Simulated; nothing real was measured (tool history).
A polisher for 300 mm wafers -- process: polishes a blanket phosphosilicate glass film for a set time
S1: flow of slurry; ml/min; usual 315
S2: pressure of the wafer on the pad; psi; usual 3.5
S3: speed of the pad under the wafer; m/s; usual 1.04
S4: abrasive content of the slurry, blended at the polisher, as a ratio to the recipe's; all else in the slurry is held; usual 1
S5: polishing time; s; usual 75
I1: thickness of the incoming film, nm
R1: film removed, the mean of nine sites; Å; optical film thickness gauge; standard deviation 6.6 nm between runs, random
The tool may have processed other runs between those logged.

Run 1, day 0: usual settings; I1 3327.7. Result: R1 8376 Å.
Run 2, day 1.308: usual settings; I1 3267.4. Result: R1 8065 Å.
Run 3, day 2.788: usual settings; I1 3282.9. Result: R1 7713 Å.
Run 4, day 4.383: usual settings; I1 3267.9. Result: R1 7650 Å.
At day 5.238: worn pad replaced by a new one.
Run 5, day 5.879: usual settings but S4 1.15; I1 3304.2. Result: R1 8700 Å.
Run 6, day 7.079: usual settings but S3 0.92 m/s, S4 0.9; I1 3323.5. Result: R1 6829 Å.
Run 7, day 8.275: usual settings but S1 385 ml/min; I1 3280.3. Result: R1 7997 Å.
Run 8, day 9.388: usual settings but S1 385 ml/min; I1 3307. Result: R1 7859 Å.
Run 9, day 10.1: usual settings but S2 3.9 psi, S4 0.85; I1 3248.3. Result: R1 7879 Å.
Run 10, day 10.638: usual settings but S2 3.9 psi, S4 0.85; I1 3314.1. Result: R1 7867 Å.
At day 10.85: slurry nozzle cleaned.
At day 11.479: worn pad replaced by a new one.
Run 11, day 11.538: usual settings but S2 2.6 psi, S4 0.75, S5 55 s; I1 3268.5. Result: R1 4043 Å.
At day 12.733: conditioning disc replaced and pad reconditioned.
Run 12, day 12.867: usual settings but S1 205 ml/min, S2 2.9 psi, S3 1.36 m/s; I1 3298. Result: R1 7953 Å.
At day 13.667: head pressure recalibrated.
Run 13, day 13.888: usual settings; I1 3276.2. Result: R1 7885 Å.
Run 14, day 14.883: usual settings but S1 225 ml/min, S3 0.72 m/s, S4 0.85, S5 83 s; I1 3335.5. Result: R1 5758 Å.
Run 15, day 15.588: usual settings but S3 1.26 m/s; I1 3303.8. Result: R1 8986 Å.
At day 16.496: slurry blender recalibrated.
Run 16, day 16.758: usual settings but S2 4.5 psi, S3 1.32 m/s, S4 1.3, S5 85 s; I1 3275. Result: R1 14883 Å.
At day 17.042: worn pad replaced by a new one.
Run 17, day 17.362: usual settings but S1 420 ml/min, S3 1.26 m/s; I1 3293.8. Result: R1 9998 Å.
Run 18, day 18.658: usual settings but S3 1.22 m/s; I1 3257. Result: R1 9155 Å.
Run 19, day 19.442: usual settings; I1 3309. Result: R1 7871 Å.
Run 20, day 20.3: usual settings but S2 4.5 psi, S3 1.28 m/s; I1 3276.6. Result: R1 11534 Å.
Run 21, day 21.3: usual settings but S1 350 ml/min, S3 0.7 m/s, S4 0.75, S5 95 s; I1 3318.5. Result: R1 6279 Å.
Run 22, day 21.854: usual settings but S2 3.9 psi, S3 1.26 m/s, S4 0.8; I1 3220.3. Result: R1 8872 Å.
Run 23, day 23.121: usual settings; I1 3273.1. Result: R1 7723 Å.
At day 23.629: worn pad replaced by a new one.
Run 24, day 24.029: usual settings but S1 225 ml/min, S4 0.75, S5 67 s; I1 3302.7. Result: R1 6154 Å.
Run 25, day 24.571: usual settings but S1 280 ml/min, S2 4.5 psi; I1 3234.4. Result: R1 10091 Å.

For each run, the measured value with the value that run would have given without the tool's hidden condition subtracted. The run-to-run variation is shared by both, the gauge scatter possibly not:
Unlogged tool condition in this case: removal rate lost through wear of the pad, %; slurry flow missing at the pad, %; deviation of the head's pressure from its setpoint, %; abrasive missing from the slurry, %; time polished since the conditioner stopped cutting, s.
run     R1
  1   -223
  2   -523
  3   -675
  4   -758
  5   -281
  6   -449
  7   -678
  8   -745
  9   -779
 10   -795
 11    -28
 12   -425
 13   -585
 14   -500
 15   -832
 16  -1470
 17   -153
 18   -510
 19   -557
 20   -945
 21   -566
 22   -829
 23   -756
 24   -142
 25   -427

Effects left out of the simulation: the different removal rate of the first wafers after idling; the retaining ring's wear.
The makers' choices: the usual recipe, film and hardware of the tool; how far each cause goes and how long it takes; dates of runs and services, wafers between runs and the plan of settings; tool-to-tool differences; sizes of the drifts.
